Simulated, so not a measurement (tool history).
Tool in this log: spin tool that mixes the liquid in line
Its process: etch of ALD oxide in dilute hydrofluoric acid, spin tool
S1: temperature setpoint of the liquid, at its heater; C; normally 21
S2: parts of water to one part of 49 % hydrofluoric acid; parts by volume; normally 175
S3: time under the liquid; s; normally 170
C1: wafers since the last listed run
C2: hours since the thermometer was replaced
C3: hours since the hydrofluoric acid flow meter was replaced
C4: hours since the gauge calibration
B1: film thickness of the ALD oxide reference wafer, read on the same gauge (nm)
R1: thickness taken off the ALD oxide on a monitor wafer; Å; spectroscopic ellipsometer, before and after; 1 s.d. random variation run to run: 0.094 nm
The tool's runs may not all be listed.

| run | hour | S1 | S2 | S3 | C1 | C2 | C3 | C4 | B1 | R1 |
|---|---|---|---|---|---|---|---|---|---|---|
| 1 | 0 | 21 | 175 | 170 | 0 | 1675.4 | 1216.8 | 505.1 | 90.01 | 252.9 |
| 2 | 29.6 | 21 | 175 | 170 | 264 | 1705 | 1246.4 | 534.7 | 89.97 | 251.9 |
| 3 | 48.3 | 21 | 175 | 170 | 166 | 1723.7 | 1265.1 | 553.4 | 89.99 | 250.3 |
| 4 | 64 | 21 | 175 | 170 | 140 | 1739.4 | 1280.8 | 569.1 | 90.01 | 251.4 |
| 5 | 97.6 | 21 | 175 | 170 | 299 | 1773 | 1314.4 | 602.7 | 90 | 250.5 |
| 6 | 128.8 | 21 | 175 | 170 | 278 | 1804.2 | 1345.6 | 633.9 | 90.01 | 251.2 |
| 7 | 151 | 21 | 175 | 170 | 198 | 1826.4 | 1367.8 | 656.1 | 90.02 | 250.8 |
| 8 | 184.7 | 21 | 175 | 170 | 300 | 1860.1 | 1401.5 | 689.8 | 89.98 | 249.3 |
| 9 | 213 | 21 | 175 | 170 | 252 | 1888.4 | 1429.8 | 718.1 | 90.01 | 251.7 |
| 10 | 243.3 | 21 | 175 | 195 | 270 | 1918.7 | 1460.1 | 748.4 | 90.01 | 288.4 |
| 11 | 257.3 | 21 | 175 | 170 | 124 | 1932.7 | 1474.1 | 762.4 | 90 | 249.7 |
| 12 | 277.5 | 21 | 175 | 170 | 180 | 1952.9 | 1494.3 | 782.6 | 89.98 | 249.9 |
|  | 314.5 | hydrofluoric acid flow meter replaced |
| 13 | 314.8 | 21 | 110 | 220 | 323 | 1990.2 | 0.3 | 819.9 | 90.01 | 570 |
| 14 | 329.7 | 21 | 175 | 170 | 132 | 2005.1 | 15.2 | 834.8 | 89.99 | 257.2 |
| 15 | 342.9 | 21 | 120 | 170 | 117 | 2018.3 | 28.4 | 848 | 89.97 | 397.6 |
| 16 | 376.5 | 21 | 120 | 170 | 299 | 2051.9 | 62 | 881.6 | 90 | 399.8 |
| 17 | 401.8 | 24 | 220 | 170 | 225 | 2077.2 | 87.3 | 906.9 | 90.01 | 218.7 |
|  | 416.8 | gauge calibrated |
|  | 418.2 | thermometer replaced |
| 18 | 446.6 | 19 | 175 | 135 | 390 | 28.4 | 132.1 | 29.8 | 89.99 | 189.2 |
| 19 | 473.3 | 19.5 | 115 | 120 | 238 | 55.1 | 158.8 | 56.5 | 90.01 | 277.9 |
| 20 | 507.4 | 21 | 235 | 85 | 304 | 89.2 | 192.9 | 90.6 | 90 | 90.3 |
| 21 | 540.6 | 25.5 | 175 | 170 | 296 | 122.4 | 226.1 | 123.8 | 90.01 | 302.7 |
| 22 | 620.1 | 21 | 110 | 140 | 709 | 201.9 | 305.6 | 203.3 | 89.99 | 360.5 |
| 23 | 647.4 | 24.5 | 205 | 120 | 243 | 229.2 | 332.9 | 230.6 | 90.01 | 169.8 |
| 24 | 661.6 | 21 | 175 | 170 | 126 | 243.4 | 347.1 | 244.8 | 89.97 | 256.3 |
| 25 | 697.1 | 25.5 | 105 | 170 | 316 | 278.9 | 382.6 | 280.3 | 89.99 | 551.9 |
| 26 | 725.8 | 21 | 175 | 170 | 256 | 307.6 | 411.3 | 309 | 89.98 | 255.4 |
| 27 | 758.6 | 21 | 175 | 170 | 292 | 340.4 | 444.1 | 341.8 | 90 | 255.6 |
| 28 | 777.9 | 24 | 105 | 245 | 172 | 359.7 | 463.4 | 361.1 | 90.04 | 745 |
| 29 | 807.9 | 21 | 175 | 170 | 267 | 389.7 | 493.4 | 391.1 | 90.03 | 253 |
| 30 | 820.7 | 21 | 175 | 170 | 114 | 402.5 | 506.2 | 403.9 | 90.01 | 253.9 |
| 31 | 833.4 | 24 | 175 | 170 | 113 | 415.2 | 518.9 | 416.6 | 89.99 | 284.9 |
| 32 | 863.1 | 19.5 | 115 | 120 | 265 | 444.9 | 548.6 | 446.3 | 89.99 | 274.5 |
| 33 | 879.6 | 19 | 205 | 235 | 147 | 461.4 | 565.1 | 462.8 | 89.99 | 268.5 |

Predict each of these 4 candidate next runs independently; none follows another, all start after run 33:
| A | 880.1 | 21 | 175 | 170 | 4 | 461.9 | 565.6 | 463.3 | ? | ? |
| B | 880.1 | 22.5 | 230 | 220 | 4 | 461.9 | 565.6 | 463.3 | ? | ? |
| C | 880.1 | 21 | 245 | 170 | 4 | 461.9 | 565.6 | 463.3 | ? | ? |
| D | 880.1 | 17 | 140 | 115 | 4 | 461.9 | 565.6 | 463.3 | ? | ? |

| run | B1 | R1 |
|---|---|---|
| A | 90.03 | 254.1 |
| B | 90.03 | 250.2 |
| C | 90.03 | 169.1 |
| D | 90.03 | 189.8 |
With the hidden condition removed and each run's random variation left untouched, the same runs would have given:
| run | R1 |
|---|---|
| A | 259.5 |
| B | 255.7 |
| C | 172.9 |
| D | 193.7 |
